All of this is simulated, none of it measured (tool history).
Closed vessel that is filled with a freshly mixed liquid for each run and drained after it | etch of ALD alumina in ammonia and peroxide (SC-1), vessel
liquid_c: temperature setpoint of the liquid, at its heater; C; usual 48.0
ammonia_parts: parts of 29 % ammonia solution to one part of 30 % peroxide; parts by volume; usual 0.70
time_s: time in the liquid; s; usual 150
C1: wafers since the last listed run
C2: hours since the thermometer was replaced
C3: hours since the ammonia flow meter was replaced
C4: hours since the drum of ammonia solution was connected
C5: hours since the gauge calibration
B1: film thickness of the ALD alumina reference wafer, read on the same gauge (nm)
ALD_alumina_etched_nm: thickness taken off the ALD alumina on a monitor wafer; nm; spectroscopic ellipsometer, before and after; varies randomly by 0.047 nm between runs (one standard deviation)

Run 1, hour 0.0: usual settings; C1 0; C2 2171.6; C3 1505.3; C4 258.9; C5 116.3; B1 100.03. Result: ALD_alumina_etched_nm 6.56 nm.
At hour 12.6: new drum of ammonia solution connected.
Run 2, hour 28.1: usual settings; C1 2106; C2 2199.7; C3 1533.4; C4 15.5; C5 144.4; B1 100.02. Result: ALD_alumina_etched_nm 6.65 nm.
Run 3, hour 48.8: usual settings; C1 1608; C2 2220.4; C3 1554.1; C4 36.2; C5 165.1; B1 99.99. Result: ALD_alumina_etched_nm 6.57 nm.
Run 4, hour 66.0: usual settings; C1 1336; C2 2237.6; C3 1571.3; C4 53.4; C5 182.3; B1 100.03. Result: ALD_alumina_etched_nm 6.64 nm.
Run 5, hour 86.2: usual settings; C1 1570; C2 2257.8; C3 1591.5; C4 73.6; C5 202.5; B1 99.97. Result: ALD_alumina_etched_nm 6.59 nm.
Run 6, hour 114.6: usual settings; C1 2207; C2 2286.2; C3 1619.9; C4 102.0; C5 230.9; B1 100.01. Result: ALD_alumina_etched_nm 6.59 nm.
Run 7, hour 147.0: usual settings; C1 2518; C2 2318.6; C3 1652.3; C4 134.4; C5 263.3; B1 99.99. Result: ALD_alumina_etched_nm 6.56 nm.
Run 8, hour 180.9: usual settings; C1 2635; C2 2352.5; C3 1686.2; C4 168.3; C5 297.2; B1 99.98. Result: ALD_alumina_etched_nm 6.56 nm.
At hour 183.2: gauge calibrated.
At hour 206.7: ammonia flow meter replaced.
Run 9, hour 212.8: usual settings; C1 2401; C2 2384.4; C3 6.1; C4 200.2; C5 29.6; B1 99.98. Result: ALD_alumina_etched_nm 6.50 nm.
Run 10, hour 246.8: usual settings; C1 2642; C2 2418.4; C3 40.1; C4 234.2; C5 63.6; B1 99.98. Result: ALD_alumina_etched_nm 6.46 nm.
Run 11, hour 269.8: usual settings but ammonia_parts 0.40 parts by volume, time_s 100 s; C1 1787; C2 2441.4; C3 63.1; C4 257.2; C5 86.6; B1 99.98. Result: ALD_alumina_etched_nm 4.14 nm.
Run 12, hour 282.9: usual settings but liquid_c 52.5 C, ammonia_parts 0.90 parts by volume; C1 1018; C2 2454.5; C3 76.2; C4 270.3; C5 99.7; B1 99.98. Result: ALD_alumina_etched_nm 8.65 nm.
Run 13, hour 304.3: usual settings but liquid_c 57.5 C, ammonia_parts 0.45 parts by volume; C1 1663; C2 2475.9; C3 97.6; C4 291.7; C5 121.1; B1 99.98. Result: ALD_alumina_etched_nm 10.48 nm.
Run 14, hour 331.0: usual settings; C1 2075; C2 2502.6; C3 124.3; C4 318.4; C5 147.8; B1 99.98. Result: ALD_alumina_etched_nm 6.48 nm.
At hour 342.6: new drum of ammonia solution connected.
Run 15, hour 362.4: usual settings but liquid_c 39.5 C, ammonia_parts 0.95 parts by volume, time_s 235 s; C1 2362; C2 2534.0; C3 155.7; C4 19.8; C5 179.2; B1 100.01. Result: ALD_alumina_etched_nm 6.36 nm.
At hour 379.7: thermometer replaced.
Run 16, hour 385.1: usual settings but liquid_c 52.5 C, ammonia_parts 0.60 parts by volume; C1 1686; C2 5.4; C3 178.4; C4 42.5; C5 201.9; B1 100.03. Result: ALD_alumina_etched_nm 9.36 nm.
Run 17, hour 401.5: usual settings; C1 1274; C2 21.8; C3 194.8; C4 58.9; C5 218.3; B1 99.99. Result: ALD_alumina_etched_nm 7.41 nm.
Run 18, hour 425.8: usual settings but liquid_c 54.0 C, ammonia_parts 0.55 parts by volume; C1 1888; C2 46.1; C3 219.1; C4 83.2; C5 242.6; B1 99.99. Result: ALD_alumina_etched_nm 10.02 nm.
Run 19, hour 458.2: usual settings but liquid_c 45.0 C, ammonia_parts 0.90 parts by volume, time_s 185 s; C1 2518; C2 78.5; C3 251.5; C4 115.6; C5 275.0; B1 100.00. Result: ALD_alumina_etched_nm 7.75 nm.
Run 20, hour 489.6: usual settings but liquid_c 42.0 C, ammonia_parts 0.45 parts by volume, time_s 65 s; C1 2440; C2 109.9; C3 282.9; C4 147.0; C5 306.4; B1 99.98. Result: ALD_alumina_etched_nm 2.20 nm.
Run 21, hour 512.5: usual settings but liquid_c 51.0 C, ammonia_parts 1.05 parts by volume, time_s 110 s; C1 1779; C2 132.8; C3 305.8; C4 169.9; C5 329.3; B1 99.99. Result: ALD_alumina_etched_nm 6.57 nm.

Measured minus without-hidden-state, run by run (identical run-to-run variation in each term; gauge scatter may differ):
Unlogged tool condition in this case: liquid colder than its thermometer reads (K); ammonia flow above the setpoint (%); ammonia solution weaker than its label (%); gauge reads high (%).
run  ALD_alumina_etched_nm
  1                  -0.80
  2                  -0.83
  3                  -0.82
  4                  -0.84
  5                  -0.85
  6                  -0.85
  7                  -0.86
  8                  -0.88
  9                  -0.88
 10                  -0.89
 11                  -0.58
 12                  -1.17
 13                  -1.38
 14                  -0.92
 15                  -0.98
 16                  -0.04
 17                  -0.04
 18                  -0.07
 19                  -0.07
 20                  -0.02
 21                  -0.08
